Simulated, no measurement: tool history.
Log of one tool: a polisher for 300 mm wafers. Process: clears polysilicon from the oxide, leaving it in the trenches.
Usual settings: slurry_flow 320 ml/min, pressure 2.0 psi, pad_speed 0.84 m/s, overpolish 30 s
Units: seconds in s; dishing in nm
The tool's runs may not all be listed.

run,day,slurry_flow,pressure,pad_speed,overpolish,wafers since the last listed run,wafers polished on this pad,hours since the slurry nozzle was cleaned,hours since the head pressure was calibrated,"incoming thickness of the incoming film, nm",seconds,dishing
1,0.000,320,2.0,0.84,30,0,719,276.8,295.9,346.8,40.7,73.3
# day 0.729: slurry nozzle cleaned
2,2.967,320,2.0,0.84,30,865,1585,53.7,367.1,352.2,39.4,72.9
3,5.333,320,2.0,0.84,30,700,2285,110.5,423.9,352.5,40.9,74.9
4,7.283,320,2.0,0.84,16,576,2861,157.3,470.7,344.7,40.4,63.9
# day 8.742: worn pad replaced by a new one
5,9.333,320,2.0,0.84,16,557,175,206.5,519.9,345.1,38.2,64.2
6,11.479,320,2.0,0.84,30,634,809,258.0,571.4,354.9,40.1,73.7
7,12.488,320,2.0,0.84,30,298,1108,282.2,595.6,347.0,40.8,73.1
# day 14.388: slurry nozzle cleaned
8,14.488,320,2.0,0.84,30,579,1687,2.4,643.6,349.9,40.3,72.0
9,17.475,320,2.0,0.84,30,883,2571,74.1,715.3,353.2,41.8,72.8
10,19.738,320,2.0,0.84,30,669,3240,128.4,769.6,344.7,41.3,73.7
11,21.250,320,2.2,0.84,30,447,3687,164.7,805.9,354.1,36.4,72.1
# day 21.725: worn pad replaced by a new one
12,22.308,320,2.2,0.84,30,263,172,190.1,831.3,344.2,39.3,73.4
13,23.462,320,2.2,0.84,30,341,513,217.8,859.0,352.6,41.3,73.3
# day 26.117: slurry nozzle cleaned
# day 27.862: head pressure recalibrated
14,27.896,320,2.0,0.84,30,1274,1788,42.7,0.8,356.3,45.3,70.8
15,30.125,415,1.4,0.56,14,659,2447,96.2,54.3,349.9,83.0,40.0
16,31.429,350,2.4,0.72,30,385,2833,127.5,85.6,349.9,40.8,70.7
17,33.708,320,2.0,0.84,30,674,3507,182.2,140.3,349.8,43.5,70.9
# day 37.304: worn pad replaced by a new one, repeated, since the last time left the tool worse
18,37.325,320,2.0,0.84,14,1020,6,269.0,227.1,346.3,38.9,62.3
19,39.488,380,2.2,0.84,30,639,646,320.9,279.0,349.8,34.7,74.9
# day 39.754: slurry nozzle cleaned
20,40.825,285,2.2,0.74,17,383,1029,25.7,311.1,352.3,40.9,64.3
21,43.092,350,2.0,0.54,25,670,1699,80.1,365.5,351.2,53.1,64.3
22,44.758,320,1.7,0.72,30,493,2192,120.1,405.5,352.2,52.6,69.8
23,47.146,380,1.6,0.94,13,706,2899,177.4,462.8,354.4,47.7,54.1
24,49.562,320,2.0,0.84,30,714,3614,235.4,520.8,355.1,41.8,71.7
25,51.329,375,2.0,0.84,43,522,4136,277.8,563.2,351.1,41.5,74.7
# day 51.954: worn pad replaced by a new one
# day 53.312: slurry nozzle cleaned
26,53.629,320,2.0,0.84,30,618,483,7.6,618.4,347.1,39.2,75.7
27,56.038,320,2.0,0.84,30,712,1195,65.4,676.2,345.4,39.6,73.8
28,61.154,260,1.5,1.04,42,1513,2709,188.2,799.0,349.5,47.3,72.8
29,64.071,320,2.0,1.06,42,862,3572,258.2,869.0,353.8,34.9,76.5

The tool's hidden state at each run:
slurry flow missing at the pad, %: 0 in every run
deviation of the head's pressure from its setpoint, %: 0 in every run
H1: removal rate lost through wear of the pad, %
run,H1
1,2.78
2,4.43
3,5.13
4,5.47
5,0.86
6,2.86
7,3.51
8,4.41
9,5.17
10,5.48
11,5.62
12,10.7
13,11.9
14,14.4
15,14.9
16,15.2
17,15.4
18,0.513
19,2.81
20,3.75
21,4.8
22,5.29
23,5.72
24,5.97
25,6.08
26,2.19
27,3.89
28,5.45
29,5.78

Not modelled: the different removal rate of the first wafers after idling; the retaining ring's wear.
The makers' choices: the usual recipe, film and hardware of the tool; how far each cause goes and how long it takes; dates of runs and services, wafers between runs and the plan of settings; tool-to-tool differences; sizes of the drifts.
